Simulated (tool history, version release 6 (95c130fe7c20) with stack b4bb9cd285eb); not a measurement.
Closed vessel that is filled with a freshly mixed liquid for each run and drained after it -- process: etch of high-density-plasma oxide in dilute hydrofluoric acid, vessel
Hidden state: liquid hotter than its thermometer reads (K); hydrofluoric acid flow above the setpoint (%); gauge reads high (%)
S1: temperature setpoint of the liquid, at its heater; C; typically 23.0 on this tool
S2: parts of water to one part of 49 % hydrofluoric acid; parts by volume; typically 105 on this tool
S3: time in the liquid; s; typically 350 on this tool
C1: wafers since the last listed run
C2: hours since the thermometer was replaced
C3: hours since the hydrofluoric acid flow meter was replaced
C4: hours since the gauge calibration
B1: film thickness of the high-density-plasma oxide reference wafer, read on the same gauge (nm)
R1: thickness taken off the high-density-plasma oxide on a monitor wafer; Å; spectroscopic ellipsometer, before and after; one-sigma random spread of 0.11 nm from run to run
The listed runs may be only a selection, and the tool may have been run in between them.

{"run": 1, "hour": 0.0, "S1": 19.5, "S2": 105, "S3": 510, "C1": 0, "C2": 364.3, "C3": 1265.1, "C4": 302.2, "B1": 130.01, "R1": 308.6}
{"run": 2, "hour": 38.7, "S1": 19.5, "S2": 105, "S3": 510, "C1": 4256, "C2": 403.0, "C3": 1303.8, "C4": 340.9, "B1": 129.99, "R1": 305.0}
{"run": 3, "hour": 81.8, "S1": 19.5, "S2": 105, "S3": 510, "C1": 4740, "C2": 446.1, "C3": 1346.9, "C4": 384.0, "B1": 130.03, "R1": 308.7}
{"run": 4, "hour": 130.9, "S1": 23.0, "S2": 105, "S3": 350, "C1": 5399, "C2": 495.2, "C3": 1396.0, "C4": 433.1, "B1": 130.0, "R1": 246.5}
{"run": 5, "hour": 195.6, "S1": 23.0, "S2": 105, "S3": 350, "C1": 7115, "C2": 559.9, "C3": 1460.7, "C4": 497.8, "B1": 130.04, "R1": 246.8}
{"run": 6, "hour": 231.5, "S1": 23.0, "S2": 105, "S3": 350, "C1": 3948, "C2": 595.8, "C3": 1496.6, "C4": 533.7, "B1": 130.01, "R1": 244.0}
{"run": 7, "hour": 300.9, "S1": 23.0, "S2": 105, "S3": 350, "C1": 7632, "C2": 665.2, "C3": 1566.0, "C4": 603.1, "B1": 130.0, "R1": 246.5}
{"run": 8, "hour": 346.5, "S1": 23.0, "S2": 105, "S3": 560, "C1": 5015, "C2": 710.8, "C3": 1611.6, "C4": 648.7, "B1": 130.02, "R1": 397.8}
{"hour": 373.5, "done": "thermometer replaced"}
{"run": 9, "hour": 399.0, "S1": 25.0, "S2": 105, "S3": 410, "C1": 5663, "C2": 25.5, "C3": 1664.1, "C4": 701.2, "B1": 130.01, "R1": 301.9}
{"run": 10, "hour": 423.2, "S1": 23.0, "S2": 105, "S3": 350, "C1": 2661, "C2": 49.7, "C3": 1688.3, "C4": 725.4, "B1": 129.97, "R1": 239.4}
{"hour": 471.4, "done": "hydrofluoric acid flow meter replaced"}
{"hour": 489.3, "done": "gauge calibrated"}
{"run": 11, "hour": 489.6, "S1": 23.0, "S2": 105, "S3": 350, "C1": 7192, "C2": 116.1, "C3": 18.2, "C4": 0.3, "B1": 129.96, "R1": 237.7}
{"run": 12, "hour": 531.1, "S1": 23.0, "S2": 130, "S3": 155, "C1": 4564, "C2": 157.6, "C3": 59.7, "C4": 41.8, "B1": 130.0, "R1": 83.0}
{"run": 13, "hour": 590.7, "S1": 23.0, "S2": 70, "S3": 555, "C1": 6554, "C2": 217.2, "C3": 119.3, "C4": 101.4, "B1": 129.97, "R1": 593.3}
{"run": 14, "hour": 638.0, "S1": 23.0, "S2": 105, "S3": 350, "C1": 5201, "C2": 264.5, "C3": 166.6, "C4": 148.7, "B1": 130.02, "R1": 239.3}

The tool's hidden state at each run:
hydrofluoric acid flow above the setpoint (%): 0 at every run
gauge reads high (%): 0 at every run
H1: liquid hotter than its thermometer reads (K)
run=1 H1=0.714
run=2 H1=0.771
run=3 H1=0.835
run=4 H1=0.907
run=5 H1=1
run=6 H1=1.05
run=7 H1=1.16
run=8 H1=1.22
run=9 H1=0.2
run=10 H1=0.236
run=11 H1=0.334
run=12 H1=0.395
run=13 H1=0.483
run=14 H1=0.552
